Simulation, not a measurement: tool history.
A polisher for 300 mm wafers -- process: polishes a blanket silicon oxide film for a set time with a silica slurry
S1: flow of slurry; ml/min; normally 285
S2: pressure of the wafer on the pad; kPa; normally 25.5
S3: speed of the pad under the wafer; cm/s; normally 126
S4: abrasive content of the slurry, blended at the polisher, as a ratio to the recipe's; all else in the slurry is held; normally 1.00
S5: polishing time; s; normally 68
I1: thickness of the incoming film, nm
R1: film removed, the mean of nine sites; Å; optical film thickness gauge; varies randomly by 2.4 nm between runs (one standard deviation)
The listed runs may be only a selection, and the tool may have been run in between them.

Run 1, hour 0.0: usual settings; I1 1453.4. Result: R1 1888 Å.
Run 2, hour 8.7: usual settings; I1 1464.8. Result: R1 1911 Å.
Run 3, hour 25.7: usual settings; I1 1441.0. Result: R1 1882 Å.
Run 4, hour 37.1: usual settings; I1 1467.4. Result: R1 1899 Å.
At hour 44.4: conditioning disc replaced and pad reconditioned.
Run 5, hour 47.7: usual settings; I1 1485.9. Result: R1 1872 Å.
Run 6, hour 61.0: usual settings; I1 1483.6. Result: R1 1815 Å.
At hour 65.7: worn pad replaced by a new one.
Run 7, hour 68.2: usual settings; I1 1458.6. Result: R1 1919 Å.
At hour 72.1: slurry nozzle cleaned.
At hour 80.6: head pressure recalibrated.
Run 8, hour 84.9: usual settings but S2 20.0 kPa, S3 166 cm/s, S5 89 s; I1 1475.6. Result: R1 2343 Å.
At hour 88.3: slurry blender recalibrated.
Run 9, hour 95.9: usual settings; I1 1443.3. Result: R1 1939 Å.
Run 10, hour 102.6: usual settings but S1 370 ml/min; I1 1464.0. Result: R1 1896 Å.
Run 11, hour 117.0: usual settings but S1 195 ml/min, S3 108 cm/s, S4 0.80; I1 1465.8. Result: R1 1467 Å.
Run 12, hour 125.1: usual settings but S2 29.6 kPa, S3 138 cm/s, S4 1.20, S5 92 s; I1 1479.3. Result: R1 3475 Å.
Run 13, hour 137.4: usual settings but S1 225 ml/min, S2 34.5 kPa; I1 1442.7. Result: R1 2449 Å.
Run 14, hour 146.8: usual settings; I1 1455.2. Result: R1 1831 Å.

Each row is a separate what-if for the run after 14, all from the same tool condition, not one after another. Results?
Run A, hour 147.2: usual settings but S5 54 s; I1 1467.4. Result: R1 ?.
Run B, hour 147.2: usual settings but S1 330 ml/min, S2 29.0 kPa, S4 0.75, S5 83 s; I1 1467.4. Result: R1 ?.
Run C, hour 147.2: usual settings but S1 365 ml/min, S3 150 cm/s, S4 0.90, S5 81 s; I1 1467.4. Result: R1 ?.
Run D, hour 147.2: usual settings but S2 16.5 kPa, S3 158 cm/s, S4 1.25; I1 1467.4. Result: R1 ?.

run    R1
  A  1463
  B  2232
  C  2388
  D  1532
The same runs, with their run-to-run variation unchanged, on a tool lacking any hidden condition would have given:
run    R1
  A  1516
  B  2313
  C  2475
  D  1587
